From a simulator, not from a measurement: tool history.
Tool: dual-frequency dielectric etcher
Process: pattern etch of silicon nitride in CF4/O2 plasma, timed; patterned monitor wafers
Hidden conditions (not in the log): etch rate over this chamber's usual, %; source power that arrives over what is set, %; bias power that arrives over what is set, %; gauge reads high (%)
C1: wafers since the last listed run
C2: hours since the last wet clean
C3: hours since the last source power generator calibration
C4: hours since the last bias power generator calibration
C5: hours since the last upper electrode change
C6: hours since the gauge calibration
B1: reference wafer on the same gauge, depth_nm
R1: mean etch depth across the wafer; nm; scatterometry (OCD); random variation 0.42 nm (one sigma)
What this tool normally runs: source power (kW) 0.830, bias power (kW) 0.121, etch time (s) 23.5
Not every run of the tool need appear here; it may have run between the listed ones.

{"run": 1, "day": 0.0, "source power (kW)": 0.83, "bias power (kW)": 0.121, "etch time (s)": 23.5, "C1": 0, "C2": 166.4, "C3": 149.8, "C4": 4782.3, "C5": 3759.5, "C6": 2464.0, "B1": 58.2, "R1": 64.8}
{"day": 3.304, "done": "gauge calibrated"}
{"run": 2, "day": 4.038, "source power (kW)": 0.83, "bias power (kW)": 0.107, "etch time (s)": 23.5, "C1": 1277, "C2": 263.3, "C3": 246.7, "C4": 4879.2, "C5": 3856.4, "C6": 17.6, "B1": 58.2, "R1": 61.5}
{"run": 3, "day": 7.696, "source power (kW)": 0.83, "bias power (kW)": 0.121, "etch time (s)": 23.5, "C1": 1157, "C2": 351.1, "C3": 334.5, "C4": 4967.0, "C5": 3944.2, "C6": 105.4, "B1": 58.1, "R1": 63.0}
{"run": 4, "day": 10.496, "source power (kW)": 0.83, "bias power (kW)": 0.121, "etch time (s)": 23.5, "C1": 886, "C2": 418.3, "C3": 401.7, "C4": 5034.2, "C5": 4011.4, "C6": 172.6, "B1": 58.1, "R1": 63.3}
{"day": 13.992, "done": "bias power generator calibrated"}
{"run": 5, "day": 14.012, "source power (kW)": 0.83, "bias power (kW)": 0.121, "etch time (s)": 23.5, "C1": 1060, "C2": 502.7, "C3": 486.1, "C4": 0.5, "C5": 4095.8, "C6": 257.0, "B1": 58.1, "R1": 62.6}
{"run": 6, "day": 18.292, "source power (kW)": 0.83, "bias power (kW)": 0.121, "etch time (s)": 23.5, "C1": 1354, "C2": 605.4, "C3": 588.8, "C4": 103.2, "C5": 4198.5, "C6": 359.7, "B1": 58.3, "R1": 62.8}
{"run": 7, "day": 20.538, "source power (kW)": 0.83, "bias power (kW)": 0.121, "etch time (s)": 23.5, "C1": 710, "C2": 659.3, "C3": 642.7, "C4": 157.1, "C5": 4252.4, "C6": 413.6, "B1": 58.3, "R1": 62.0}
{"day": 22.971, "done": "wet clean of the chamber"}
{"run": 8, "day": 22.992, "source power (kW)": 0.72, "bias power (kW)": 0.121, "etch time (s)": 27.0, "C1": 460, "C2": 0.5, "C3": 701.6, "C4": 216.0, "C5": 4311.3, "C6": 472.5, "B1": 58.3, "R1": 63.7}
{"run": 9, "day": 25.792, "source power (kW)": 0.83, "bias power (kW)": 0.104, "etch time (s)": 28.0, "C1": 886, "C2": 67.7, "C3": 768.8, "C4": 283.2, "C5": 4378.5, "C6": 539.7, "B1": 58.2, "R1": 73.1}
{"run": 10, "day": 29.696, "source power (kW)": 0.83, "bias power (kW)": 0.105, "etch time (s)": 23.5, "C1": 1235, "C2": 161.4, "C3": 862.5, "C4": 376.9, "C5": 4472.2, "C6": 633.4, "B1": 58.2, "R1": 61.0}
{"run": 11, "day": 32.617, "source power (kW)": 0.83, "bias power (kW)": 0.094, "etch time (s)": 20.5, "C1": 924, "C2": 231.5, "C3": 932.6, "C4": 447.0, "C5": 4542.3, "C6": 703.5, "B1": 58.1, "R1": 51.2}
{"run": 12, "day": 35.4, "source power (kW)": 0.78, "bias power (kW)": 0.135, "etch time (s)": 23.5, "C1": 880, "C2": 298.3, "C3": 999.4, "C4": 513.8, "C5": 4609.1, "C6": 770.3, "B1": 58.1, "R1": 62.1}
{"day": 38.983, "done": "upper electrode replaced"}
{"run": 13, "day": 39.608, "source power (kW)": 0.83, "bias power (kW)": 0.121, "etch time (s)": 23.5, "C1": 1015, "C2": 399.3, "C3": 1100.4, "C4": 614.8, "C5": 15.0, "C6": 871.3, "B1": 58.2, "R1": 63.5}
{"run": 14, "day": 41.712, "source power (kW)": 0.95, "bias power (kW)": 0.121, "etch time (s)": 29.5, "C1": 665, "C2": 449.8, "C3": 1150.9, "C4": 665.3, "C5": 65.5, "C6": 921.8, "B1": 58.1, "R1": 92.3}
{"run": 15, "day": 46.004, "source power (kW)": 0.83, "bias power (kW)": 0.121, "etch time (s)": 23.5, "C1": 1358, "C2": 552.8, "C3": 1253.9, "C4": 768.3, "C5": 168.5, "C6": 1024.8, "B1": 58.2, "R1": 62.7}
{"run": 16, "day": 48.629, "source power (kW)": 0.9, "bias power (kW)": 0.107, "etch time (s)": 23.5, "C1": 830, "C2": 615.8, "C3": 1316.9, "C4": 831.3, "C5": 231.5, "C6": 1087.8, "B1": 58.3, "R1": 64.4}
{"run": 17, "day": 50.575, "source power (kW)": 0.83, "bias power (kW)": 0.108, "etch time (s)": 20.5, "C1": 615, "C2": 662.5, "C3": 1363.6, "C4": 878.0, "C5": 278.2, "C6": 1134.5, "B1": 58.2, "R1": 52.7}
{"run": 18, "day": 52.188, "source power (kW)": 1.03, "bias power (kW)": 0.121, "etch time (s)": 19.0, "C1": 510, "C2": 701.2, "C3": 1402.3, "C4": 916.7, "C5": 316.9, "C6": 1173.2, "B1": 58.1, "R1": 62.9}
{"day": 55.567, "done": "wet clean of the chamber"}
{"run": 19, "day": 55.588, "source power (kW)": 0.63, "bias power (kW)": 0.106, "etch time (s)": 29.0, "C1": 759, "C2": 0.5, "C3": 1483.9, "C4": 998.3, "C5": 398.5, "C6": 1254.8, "B1": 58.2, "R1": 56.6}
{"run": 20, "day": 56.842, "source power (kW)": 0.65, "bias power (kW)": 0.151, "etch time (s)": 27.5, "C1": 396, "C2": 30.6, "C3": 1514.0, "C4": 1028.4, "C5": 428.6, "C6": 1284.9, "B1": 58.3, "R1": 62.9}
{"run": 21, "day": 60.808, "source power (kW)": 0.96, "bias power (kW)": 0.103, "etch time (s)": 23.5, "C1": 1255, "C2": 125.8, "C3": 1609.2, "C4": 1123.6, "C5": 523.8, "C6": 1380.1, "B1": 58.1, "R1": 71.2}
{"run": 22, "day": 63.017, "source power (kW)": 0.7, "bias power (kW)": 0.131, "etch time (s)": 23.5, "C1": 698, "C2": 178.8, "C3": 1662.2, "C4": 1176.6, "C5": 576.8, "C6": 1433.1, "B1": 58.2, "R1": 55.5}
{"run": 23, "day": 67.117, "source power (kW)": 0.83, "bias power (kW)": 0.121, "etch time (s)": 23.5, "C1": 1297, "C2": 277.2, "C3": 1760.6, "C4": 1275.0, "C5": 675.2, "C6": 1531.5, "B1": 58.2, "R1": 64.0}
{"run": 24, "day": 70.2, "source power (kW)": 0.63, "bias power (kW)": 0.106, "etch time (s)": 29.0, "C1": 975, "C2": 351.2, "C3": 1834.6, "C4": 1349.0, "C5": 749.2, "C6": 1605.5, "B1": 58.1, "R1": 55.4}
{"run": 25, "day": 73.9, "source power (kW)": 0.83, "bias power (kW)": 0.121, "etch time (s)": 21.0, "C1": 1170, "C2": 440.0, "C3": 1923.4, "C4": 1437.8, "C5": 838.0, "C6": 1694.3, "B1": 58.3, "R1": 56.0}
{"run": 26, "day": 76.158, "source power (kW)": 0.98, "bias power (kW)": 0.148, "etch time (s)": 18.5, "C1": 714, "C2": 494.2, "C3": 1977.6, "C4": 1492.0, "C5": 892.2, "C6": 1748.5, "B1": 58.2, "R1": 63.1}
{"run": 27, "day": 81.812, "source power (kW)": 0.99, "bias power (kW)": 0.139, "etch time (s)": 20.0, "C1": 1789, "C2": 629.9, "C3": 2113.3, "C4": 1627.7, "C5": 1027.9, "C6": 1884.2, "B1": 58.2, "R1": 66.9}
{"day": 83.742, "done": "wet clean of the chamber"}
{"run": 28, "day": 84.246, "source power (kW)": 1.01, "bias power (kW)": 0.121, "etch time (s)": 29.5, "C1": 453, "C2": 12.1, "C3": 2171.7, "C4": 1686.1, "C5": 1086.3, "C6": 1942.6, "B1": 58.2, "R1": 101.2}
{"run": 29, "day": 88.471, "source power (kW)": 0.83, "bias power (kW)": 0.121, "etch time (s)": 17.5, "C1": 1336, "C2": 113.5, "C3": 2273.1, "C4": 1787.5, "C5": 1187.7, "C6": 2044.0, "B1": 58.3, "R1": 47.8}
{"run": 30, "day": 92.412, "source power (kW)": 0.83, "bias power (kW)": 0.121, "etch time (s)": 17.0, "C1": 1247, "C2": 208.1, "C3": 2367.7, "C4": 1882.1, "C5": 1282.3, "C6": 2138.6, "B1": 58.2, "R1": 46.2}

List, for all runs, the conditions of the tool that the log does not record:
source power that arrives over what is set, %: 0 on each run
bias power that arrives over what is set, %: 0 on each run
gauge reads high (%): 0 on each run
H1: etch rate over this chamber's usual, %
run=1 H1=-0.834
run=2 H1=-1.53
run=3 H1=-2.17
run=4 H1=-2.66
run=5 H1=-3.27
run=6 H1=-4.01
run=7 H1=-4.4
run=8 H1=0.319
run=9 H1=-0.167
run=10 H1=-0.844
run=11 H1=-1.35
run=12 H1=-1.83
run=13 H1=-2.56
run=14 H1=-2.93
run=15 H1=-3.67
run=16 H1=-4.13
run=17 H1=-4.47
run=18 H1=-4.75
run=19 H1=0.0755
run=20 H1=-0.142
run=21 H1=-0.831
run=22 H1=-1.21
run=23 H1=-1.93
run=24 H1=-2.46
run=25 H1=-3.1
run=26 H1=-3.49
run=27 H1=-4.48
run=28 H1=0.269
run=29 H1=-0.464
run=30 H1=-1.15

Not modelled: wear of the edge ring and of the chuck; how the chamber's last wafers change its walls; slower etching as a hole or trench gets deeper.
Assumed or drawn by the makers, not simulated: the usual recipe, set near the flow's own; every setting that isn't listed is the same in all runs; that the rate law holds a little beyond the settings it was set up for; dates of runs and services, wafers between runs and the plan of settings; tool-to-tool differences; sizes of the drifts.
